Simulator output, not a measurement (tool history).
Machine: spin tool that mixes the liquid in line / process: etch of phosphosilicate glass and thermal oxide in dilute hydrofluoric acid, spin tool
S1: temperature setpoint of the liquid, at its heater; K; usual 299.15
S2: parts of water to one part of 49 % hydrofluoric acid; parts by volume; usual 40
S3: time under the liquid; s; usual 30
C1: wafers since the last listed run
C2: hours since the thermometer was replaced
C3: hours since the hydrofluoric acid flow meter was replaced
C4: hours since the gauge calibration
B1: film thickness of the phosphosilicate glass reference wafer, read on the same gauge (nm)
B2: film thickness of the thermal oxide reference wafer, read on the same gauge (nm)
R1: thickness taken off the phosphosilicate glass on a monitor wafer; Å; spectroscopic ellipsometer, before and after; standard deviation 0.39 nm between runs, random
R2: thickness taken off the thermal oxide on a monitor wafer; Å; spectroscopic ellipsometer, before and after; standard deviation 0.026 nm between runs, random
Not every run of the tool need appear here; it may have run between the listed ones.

run   hour      S1  S2  S3    C1      C2      C3     C4      B1      B2      R1     R2
  1      0  299.15  40  40     0  1538.7  1122.9    5.2  150.01  79.998     989  59.02
  2   17.2  299.15  40  40   344  1555.9  1140.1   22.4  150.01  80.013    1000  59.18
  3   45.7  299.15  40  40   570  1584.4  1168.6   50.9  149.99  79.996   995.6   59.1
  4   70.4  299.15  40  30   494  1609.1  1193.3   75.6  150.01  80.033   753.8  45.15
  5   89.9  299.15  40  30   390  1628.6  1212.8   95.1  149.98  80.039   755.8   45.6
  6  124.8  299.15  40  30   698  1663.5  1247.7    130  149.99  80.025     766   45.3
  7  140.1  299.15  40  30   306  1678.8    1263  145.3  149.98  80.031   759.5  45.31
  8  156.5  299.15  40  30   328  1695.2  1279.4  161.7     150  79.991   760.6  45.41
  9  181.9  299.15  40  30   508  1720.6  1304.8  187.1  149.98  79.987   761.2  45.15
     183.3  -- thermometer replaced
 10  199.5  299.15  40  30   332    16.2  1322.4  204.7  149.97   79.95   752.7  46.05
 11  219.5  299.15  40  30   400    36.2  1342.4  224.7  149.99  79.981   762.2  45.14
 12  242.2  294.65  25  40   454    58.9  1365.1  247.4  149.99  79.986  1358.2  81.66
 13  273.6  299.15  30  15   628    90.3  1396.5  278.8     150  80.023   515.3  31.04
 14  303.1  295.65  45  40   590   119.8    1426  308.3     150  80.024   784.5  46.81
     315.1  -- hydrofluoric acid flow meter replaced
 15  318.6  296.65  25  30   290   135.3     3.5  323.8  150.02  79.926  1011.3  59.87
 16  361.7  303.15  45  30   862   178.4    46.6  366.9  150.01  79.994   709.1  42.58
 17  386.8  299.15  40  30   502   203.5    71.7    392     150  79.972   694.3   41.1
 18    413  297.15  25  45   524   229.7    97.9  418.2  150.01  80.036  1563.7  93.66
       435  -- gauge calibrated
 19  488.2  294.15  30  15  1505   304.9   173.1   53.2  150.01  80.061   380.7  22.82
 20  522.9  299.15  40  30   694   339.6   207.8   87.9  150.01  79.956   696.3  41.69
 21  544.6  297.15  30  15   434   361.3   229.5  109.6  150.01  79.992   433.5  25.93
 22  569.1  302.65  45  50   490   385.8     254  134.1  149.98  79.995  1189.5  71.04

Measured less the same run without the tool's hidden state. The same run-to-run variation is in both; the gauge's scatter may not be:
Hidden conditions of the tool in this case: liquid colder than its thermometer reads (K); hydrofluoric acid flow above the setpoint (%); gauge reads high (%).
run      R1     R2
  1   +88.7  +5.29
  2   +90.7  +5.37
  3   +92.4  +5.49
  4   +71.1  +4.26
  5   +72.5  +4.37
  6   +75.3  +4.46
  7   +75.4   +4.5
  8   +76.3  +4.56
  9   +77.6   +4.6
 10   +77.7  +4.75
 11   +79.7  +4.71
 12  +140.7  +8.46
 13   +55.1  +3.32
 14   +86.5  +5.17
 15   +10.9  +0.64
 16   +10.4  +0.63
 17   +11.6  +0.68
 18   +28.5   +1.7
 19    +9.2  +0.55
 20   +19.1  +1.14
 21   +12.4  +0.74
 22   +37.5  +2.24

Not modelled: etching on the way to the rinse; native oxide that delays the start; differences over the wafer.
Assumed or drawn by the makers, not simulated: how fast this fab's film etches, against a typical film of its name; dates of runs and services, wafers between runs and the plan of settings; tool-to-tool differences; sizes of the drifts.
